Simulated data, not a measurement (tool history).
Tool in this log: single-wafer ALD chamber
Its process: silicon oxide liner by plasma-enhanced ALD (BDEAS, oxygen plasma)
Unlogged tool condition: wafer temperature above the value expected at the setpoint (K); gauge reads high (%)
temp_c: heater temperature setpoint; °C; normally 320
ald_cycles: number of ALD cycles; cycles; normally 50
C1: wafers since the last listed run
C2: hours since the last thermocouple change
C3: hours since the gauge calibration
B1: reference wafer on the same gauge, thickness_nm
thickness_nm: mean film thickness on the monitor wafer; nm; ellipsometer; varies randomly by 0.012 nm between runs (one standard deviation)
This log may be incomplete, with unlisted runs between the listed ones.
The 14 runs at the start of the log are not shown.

{"run": 15, "hour": 415.6, "temp_c": 331, "ald_cycles": 50, "C1": 154, "C2": 49.8, "C3": 644.4, "B1": 4.993, "thickness_nm": 4.679}
{"run": 16, "hour": 433.9, "temp_c": 331, "ald_cycles": 50, "C1": 110, "C2": 68.1, "C3": 662.7, "B1": 4.987, "thickness_nm": 4.671}
{"run": 17, "hour": 468.1, "temp_c": 331, "ald_cycles": 50, "C1": 205, "C2": 102.3, "C3": 696.9, "B1": 4.976, "thickness_nm": 4.668}
{"run": 18, "hour": 490.7, "temp_c": 330, "ald_cycles": 50, "C1": 135, "C2": 124.9, "C3": 719.5, "B1": 4.972, "thickness_nm": 4.679}
{"run": 19, "hour": 513.6, "temp_c": 320, "ald_cycles": 50, "C1": 137, "C2": 147.8, "C3": 742.4, "B1": 4.966, "thickness_nm": 4.74}
{"run": 20, "hour": 530.1, "temp_c": 320, "ald_cycles": 50, "C1": 99, "C2": 164.3, "C3": 758.9, "B1": 4.967, "thickness_nm": 4.73}
{"run": 21, "hour": 631.4, "temp_c": 320, "ald_cycles": 57, "C1": 609, "C2": 265.6, "C3": 860.2, "B1": 4.943, "thickness_nm": 5.313}
{"run": 22, "hour": 650.1, "temp_c": 324, "ald_cycles": 44, "C1": 112, "C2": 284.3, "C3": 878.9, "B1": 4.929, "thickness_nm": 4.096}
{"run": 23, "hour": 684.9, "temp_c": 320, "ald_cycles": 50, "C1": 209, "C2": 319.1, "C3": 913.7, "B1": 4.919, "thickness_nm": 4.674}
{"run": 24, "hour": 711.2, "temp_c": 326, "ald_cycles": 50, "C1": 158, "C2": 345.4, "C3": 940, "B1": 4.911, "thickness_nm": 4.635}
{"run": 25, "hour": 747.1, "temp_c": 320, "ald_cycles": 44, "C1": 215, "C2": 381.3, "C3": 975.9, "B1": 4.9, "thickness_nm": 4.103}
{"hour": 774.4, "done": "gauge calibrated"}
{"run": 26, "hour": 781.1, "temp_c": 326, "ald_cycles": 41, "C1": 204, "C2": 415.3, "C3": 6.7, "B1": 5.054, "thickness_nm": 3.903}
{"run": 27, "hour": 796.9, "temp_c": 320, "ald_cycles": 50, "C1": 95, "C2": 431.1, "C3": 22.5, "B1": 5.057, "thickness_nm": 4.78}
{"run": 28, "hour": 818.3, "temp_c": 328, "ald_cycles": 47, "C1": 128, "C2": 452.5, "C3": 43.9, "B1": 5.055, "thickness_nm": 4.454}

For run 29, what comes out?
{"run": 29, "hour": 849.8, "temp_c": 312, "ald_cycles": 56, "C1": 189, "C2": 484, "C3": 75.4, "B1": "?", "thickness_nm": "?"}

{"run 29": {"B1": 5.058, "thickness_nm": 5.443}}
Minus the tool's unlogged condition, the same run would have read thickness_nm 5.451 nm.

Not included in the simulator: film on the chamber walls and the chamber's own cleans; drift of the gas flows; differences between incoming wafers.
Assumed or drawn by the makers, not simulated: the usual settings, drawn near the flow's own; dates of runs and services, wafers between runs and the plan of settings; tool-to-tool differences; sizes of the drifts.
